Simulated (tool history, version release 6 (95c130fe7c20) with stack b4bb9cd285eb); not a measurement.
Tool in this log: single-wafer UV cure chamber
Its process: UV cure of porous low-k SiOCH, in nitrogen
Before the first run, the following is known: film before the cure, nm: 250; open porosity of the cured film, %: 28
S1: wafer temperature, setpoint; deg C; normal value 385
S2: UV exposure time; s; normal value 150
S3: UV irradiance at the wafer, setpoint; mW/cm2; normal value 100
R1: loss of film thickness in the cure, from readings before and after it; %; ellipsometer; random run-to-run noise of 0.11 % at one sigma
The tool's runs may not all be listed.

run	day	S1	S2	S3	R1
1	0	376	150	115	12.295
2	2.946	385	150	100	11.814
3	4.246	385	150	100	11.794
4	10.604	385	150	100	11.775
5	12.683	385	150	100	11.507
6	20.204	385	150	100	11.5
7	22.654	385	150	100	11.545
8	25.492	385	150	123	12.536
9	27.592	385	150	123	12.377
10	30.067	385	150	100	11.176
11	33.367	385	150	123	12.263
12	34.638	393	100	100	9.36
13	35.904	385	150	100	10.976
14	37.454	401	240	89	12.952
15	39.808	385	150	100	12.19
16	42.538	401	150	120	13.216
17	45.275	392	150	87	11.41
18	47.904	385	150	100	11.862
19	48.975	385	215	63	11.567
20	50.017	398	150	85	11.342
21	52.296	400	100	73	8.61

Missing from the log above: 5 entries noted between runs. For each, name the pair of listed runs it sits between and say how the tool's hidden condition differs from the listed run just before to the listed run just after:
From run 2 to run 3: quartz window cleaned (day 3.854)
  lamp output below its setpoint, %: 7.68 -> 8.11
  the result without the hidden state subtracted from the measured one, R1: -0.409 -> -0.433 %
From run 5 to run 6: quartz window cleaned (day 19.608)
  lamp output below its setpoint, %: 10.9 -> 13.4
  the result without the hidden state subtracted from the measured one, R1: -0.583 -> -0.735 %
From run 10 to run 11: quartz window cleaned (day 31.938)
  lamp output below its setpoint, %: 16.7 -> 17.7
  the result without the hidden state subtracted from the measured one, R1: -0.92 -> -1.012 %
From run 14 to run 15: UV bulbs replaced (day 39.7)
  lamp output below its setpoint, %: 19.1 -> 2.49
  the result without the hidden state subtracted from the measured one, R1: -1.093 -> -0.131 %
From run 17 to run 18: quartz window cleaned (day 46.438)
  lamp output below its setpoint, %: 4.3 -> 5.17
  the result without the hidden state subtracted from the measured one, R1: -0.223 -> -0.27 %
